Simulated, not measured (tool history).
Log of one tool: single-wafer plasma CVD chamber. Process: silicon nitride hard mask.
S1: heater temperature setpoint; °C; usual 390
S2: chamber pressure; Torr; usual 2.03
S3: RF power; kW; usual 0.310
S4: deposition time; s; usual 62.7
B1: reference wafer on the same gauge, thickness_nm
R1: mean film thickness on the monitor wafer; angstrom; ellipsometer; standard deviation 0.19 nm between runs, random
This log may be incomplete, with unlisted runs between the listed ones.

Run 1, hour 0.0: usual settings; B1 86.628. Result: R1 724.40 angstrom.
Run 2, hour 33.3: usual settings; B1 86.593. Result: R1 725.29 angstrom.
Run 3, hour 66.6: usual settings; B1 86.659. Result: R1 723.29 angstrom.
Run 4, hour 107.9: usual settings; B1 86.516. Result: R1 721.82 angstrom.
Run 5, hour 210.2: usual settings but S4 65.6 s; B1 86.572. Result: R1 755.20 angstrom.
Run 6, hour 243.5: usual settings but S4 65.6 s; B1 86.550. Result: R1 749.43 angstrom.
Run 7, hour 277.3: usual settings but S4 65.6 s; B1 86.643. Result: R1 750.76 angstrom.
At hour 288.1: thermocouple changed; heater temperature recalibrated.
Run 8, hour 305.0: usual settings but S2 1.70 Torr; B1 86.609. Result: R1 669.44 angstrom.
Run 9, hour 323.3: usual settings; B1 86.573. Result: R1 718.57 angstrom.
Run 10, hour 355.3: usual settings; B1 86.644. Result: R1 715.20 angstrom.
Run 11, hour 390.5: usual settings; B1 86.602. Result: R1 717.76 angstrom.
Run 12, hour 421.9: usual settings; B1 86.655. Result: R1 713.27 angstrom.
Run 13, hour 440.4: usual settings; B1 86.648. Result: R1 714.60 angstrom.
Run 14, hour 458.3: usual settings; B1 86.653. Result: R1 715.18 angstrom.
Run 15, hour 474.4: usual settings but S3 0.345 kW; B1 86.657. Result: R1 777.38 angstrom.
At hour 486.7: RF generator calibrated.
Run 16, hour 497.2: usual settings but S2 2.49 Torr; B1 86.610. Result: R1 794.60 angstrom.
At hour 508.5: showerhead replaced.
At hour 509.6: capacitance manometer re-zeroed and calibrated.
Run 17, hour 519.2: usual settings; B1 86.655. Result: R1 762.06 angstrom.
At hour 530.9: gauge calibrated.
Run 18, hour 553.5: usual settings but S1 378 °C, S3 0.275 kW; B1 86.618. Result: R1 695.19 angstrom.
Run 19, hour 567.3: usual settings but S3 0.330 kW; B1 86.557. Result: R1 800.55 angstrom.
Run 20, hour 595.8: usual settings but S4 58.2 s; B1 86.636. Result: R1 707.92 angstrom.
Run 21, hour 630.4: usual settings; B1 86.537. Result: R1 761.51 angstrom.
Run 22, hour 654.3: usual settings but S1 380 °C, S3 0.260 kW, S4 72.1 s; B1 86.628. Result: R1 762.66 angstrom.
Run 23, hour 673.0: usual settings; B1 86.661. Result: R1 764.70 angstrom.
Run 24, hour 704.9: usual settings but S2 2.26 Torr; B1 86.648. Result: R1 789.21 angstrom.
Run 25, hour 728.6: usual settings but S1 398 °C, S2 1.78 Torr, S3 0.335 kW; B1 86.535. Result: R1 763.82 angstrom.
Run 26, hour 748.5: usual settings but S1 399 °C, S2 2.49 Torr, S3 0.340 kW; B1 86.584. Result: R1 864.51 angstrom.
Run 27, hour 780.1: usual settings but S3 0.360 kW, S4 72.8 s; B1 86.524. Result: R1 987.51 angstrom.
Run 28, hour 802.7: usual settings but S1 402 °C, S4 55.7 s; B1 86.573. Result: R1 670.24 angstrom.

The logged runs with the hidden state left out (each run's random variation unchanged):
The hidden state here: wafer temperature above the value expected at the setpoint (K); delivered RF power above the setpoint (%); true pressure above the setpoint (%); gauge reads high (%).
run      R1
  1  762.50
  2  764.24
  3  762.93
  4  762.38
  5  800.25
  6  794.98
  7  797.24
  8  713.12
  9  764.19
 10  761.39
 11  764.98
 12  760.96
 13  762.83
 14  763.89
 15  829.01
 16  815.48
 17  760.85
 18  694.86
 19  800.28
 20  708.32
 21  762.68
 22  764.54
 23  766.80
 24  792.09
 25  766.93
 26  868.54
 27  992.98
 28  674.55
